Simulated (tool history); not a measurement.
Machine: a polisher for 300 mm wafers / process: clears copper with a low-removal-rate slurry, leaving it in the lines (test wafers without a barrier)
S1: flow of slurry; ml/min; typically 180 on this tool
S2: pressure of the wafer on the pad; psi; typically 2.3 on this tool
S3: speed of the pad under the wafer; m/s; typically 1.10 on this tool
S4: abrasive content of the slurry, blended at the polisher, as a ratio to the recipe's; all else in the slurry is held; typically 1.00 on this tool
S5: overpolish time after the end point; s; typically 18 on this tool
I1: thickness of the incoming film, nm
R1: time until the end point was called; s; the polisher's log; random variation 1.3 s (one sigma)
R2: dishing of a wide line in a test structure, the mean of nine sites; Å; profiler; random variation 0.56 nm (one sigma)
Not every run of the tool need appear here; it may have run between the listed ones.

run    hour   S1   S2    S3    S4  S5     I1     R1   R2
  1     0.0  180  2.5  1.10  1.00  18  325.6  140.9  307
       58.1  -- slurry blender recalibrated
       60.0  -- slurry nozzle cleaned
  2    62.2  180  2.5  1.10  1.00  18  327.5  144.1  295
  3    98.7  180  2.3  1.34  1.00  18  317.5  121.1  341
  4   145.7  180  2.3  1.10  1.00  18  320.8  149.1  272
  5   215.2  180  2.3  1.10  1.00  18  326.6  153.7  288
  6   260.6  180  2.3  1.10  1.00  18  326.1  156.9  272
      268.2  -- worn pad replaced by a new one, of another model than before
  7   327.8  180  2.3  1.10  1.00  18  320.7  147.2  282
  8   360.9  180  3.0  0.88  1.00  18  321.0  143.8  295
  9   408.3  155  2.7  1.26  0.70  18  326.3  140.4  308
      411.8  -- slurry blender recalibrated
      457.7  -- slurry nozzle cleaned
 10   531.7  180  2.3  0.94  1.10  18  327.1  162.0  272
 11   558.9  180  2.3  1.10  1.15  23  328.4  153.0  361
 12   602.6  180  2.1  1.32  1.15  23  322.9  142.5  368
 13   650.7  210  2.9  1.44  1.00  18  321.7  117.9  358
      668.6  -- head pressure recalibrated
      678.7  -- worn pad replaced by a new one
 14   755.4  180  2.3  1.10  1.00  18  324.5  148.2  292
 15   785.6  120  2.7  0.86  1.00   9  330.8  164.2  142
      794.7  -- slurry blender recalibrated
 16   827.7  180  2.3  1.00  1.00  18  321.5  156.9  268
 17   859.5  180  3.1  1.40  0.85  18  331.5  120.3  360
      875.0  -- slurry nozzle cleaned
 18   884.1  205  2.3  1.10  1.00  18  323.8  145.2  290
 19   917.7  200  2.7  1.44  1.00  26  324.3  118.9  454
 20   941.9  135  2.3  0.78  1.00  18  321.9  181.8  244
 21  1013.7  180  2.3  1.10  1.00  18  318.5  148.9  287
     1043.0  -- worn pad replaced by a new one
 22  1085.0  180  2.3  1.10  1.10  18  322.4  144.0  301
 23  1113.8  180  2.3  0.80  1.20  18  324.4  164.1  261
     1135.5  -- slurry blender recalibrated
 24  1139.7  240  2.3  1.10  1.25  18  321.0  135.4  304
 25  1205.7  205  2.7  1.10  0.80  23  330.4  146.9  365
     1209.8  -- slurry nozzle cleaned
 26  1275.6  180  2.3  1.20  0.70  18  320.2  151.0  284
 27  1343.6  180  2.3  1.10  1.00  18  321.9  150.2  291

Forecast each of these 5 alternatives for the next run:
  A  1344.1  180  2.3  0.86  1.00  18  321.3   ?   ?
  B  1344.1  245  1.9  1.10  1.00  18  321.3   ?   ?
  C  1344.1  235  2.5  0.78  1.20  18  321.3   ?   ?
  D  1344.1  225  2.3  1.10  1.25  18  321.3   ?   ?
  E  1344.1  245  1.7  0.84  1.00  28  321.3   ?   ?

run     R1   R2
  A  168.9  254
  B  159.4  265
  C  158.8  268
  D  140.2  297
  E  190.0  328
Stripped of hidden state, with their random variation kept, the same runs would have yielded:
run     R1   R2
  A  164.0  261
  B  154.7  272
  C  154.2  275
  D  136.1  304
  E  184.4  336
